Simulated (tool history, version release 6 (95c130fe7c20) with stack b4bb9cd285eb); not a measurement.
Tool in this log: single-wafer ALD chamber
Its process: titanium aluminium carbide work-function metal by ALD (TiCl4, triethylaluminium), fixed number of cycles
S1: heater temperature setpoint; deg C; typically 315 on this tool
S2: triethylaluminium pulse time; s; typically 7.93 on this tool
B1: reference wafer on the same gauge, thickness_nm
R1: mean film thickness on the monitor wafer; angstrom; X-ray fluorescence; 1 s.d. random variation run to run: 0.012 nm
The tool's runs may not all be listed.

{"run": 1, "day": 0.0, "S1": 315, "S2": 7.93, "B1": 1.961, "R1": 20.96}
{"run": 2, "day": 3.317, "S1": 315, "S2": 7.93, "B1": 1.949, "R1": 20.78}
{"run": 3, "day": 5.358, "S1": 315, "S2": 7.93, "B1": 1.954, "R1": 21.18}
{"run": 4, "day": 9.188, "S1": 304, "S2": 7.93, "B1": 1.946, "R1": 19.78}
{"run": 5, "day": 11.312, "S1": 304, "S2": 7.93, "B1": 1.952, "R1": 19.89}
{"run": 6, "day": 15.796, "S1": 304, "S2": 7.93, "B1": 1.945, "R1": 19.72}
{"run": 7, "day": 20.167, "S1": 315, "S2": 7.93, "B1": 1.933, "R1": 20.64}
{"run": 8, "day": 22.008, "S1": 315, "S2": 7.93, "B1": 1.93, "R1": 20.6}
{"run": 9, "day": 25.596, "S1": 315, "S2": 7.93, "B1": 1.927, "R1": 20.63}
{"day": 26.062, "done": "showerhead replaced"}
{"run": 10, "day": 28.521, "S1": 301, "S2": 6.83, "B1": 1.927, "R1": 18.79}
{"run": 11, "day": 30.279, "S1": 315, "S2": 7.93, "B1": 1.919, "R1": 20.46}
{"run": 12, "day": 32.721, "S1": 329, "S2": 9.89, "B1": 1.92, "R1": 22.46}
{"day": 34.229, "done": "thermocouple changed; heater temperature recalibrated"}
{"day": 35.112, "done": "triethylaluminium bottle replaced"}
{"run": 13, "day": 35.788, "S1": 320, "S2": 5.3, "B1": 1.919, "R1": 18.78}
{"day": 35.896, "done": "gauge calibrated"}
{"run": 14, "day": 39.267, "S1": 309, "S2": 6.17, "B1": 2.001, "R1": 19.78}
{"run": 15, "day": 42.354, "S1": 310, "S2": 6.54, "B1": 2.003, "R1": 20.23}
{"run": 16, "day": 46.758, "S1": 315, "S2": 5.56, "B1": 2.003, "R1": 19.59}
{"run": 17, "day": 51.117, "S1": 315, "S2": 7.93, "B1": 1.996, "R1": 21.34}
{"run": 18, "day": 53.725, "S1": 315, "S2": 7.93, "B1": 1.996, "R1": 21.38}
{"run": 19, "day": 56.275, "S1": 315, "S2": 7.0, "B1": 2.003, "R1": 20.83}
{"run": 20, "day": 59.012, "S1": 304, "S2": 7.93, "B1": 2.005, "R1": 20.49}
{"run": 21, "day": 61.875, "S1": 307, "S2": 8.86, "B1": 2.003, "R1": 21.1}
{"run": 22, "day": 65.258, "S1": 315, "S2": 7.93, "B1": 2.0, "R1": 21.42}
{"run": 23, "day": 68.346, "S1": 326, "S2": 10.17, "B1": 2.004, "R1": 22.98}
{"run": 24, "day": 72.362, "S1": 315, "S2": 9.84, "B1": 1.996, "R1": 21.89}
{"run": 25, "day": 76.742, "S1": 302, "S2": 6.65, "B1": 1.994, "R1": 19.41}

What will run 26 give?
{"run": 26, "day": 80.717, "S1": 309, "S2": 6.05, "B1": "?", "R1": "?"}

B1: 1.986
R1: 19.59 angstrom
Without the tool's hidden state the same run would have given R1 19.67 angstrom.
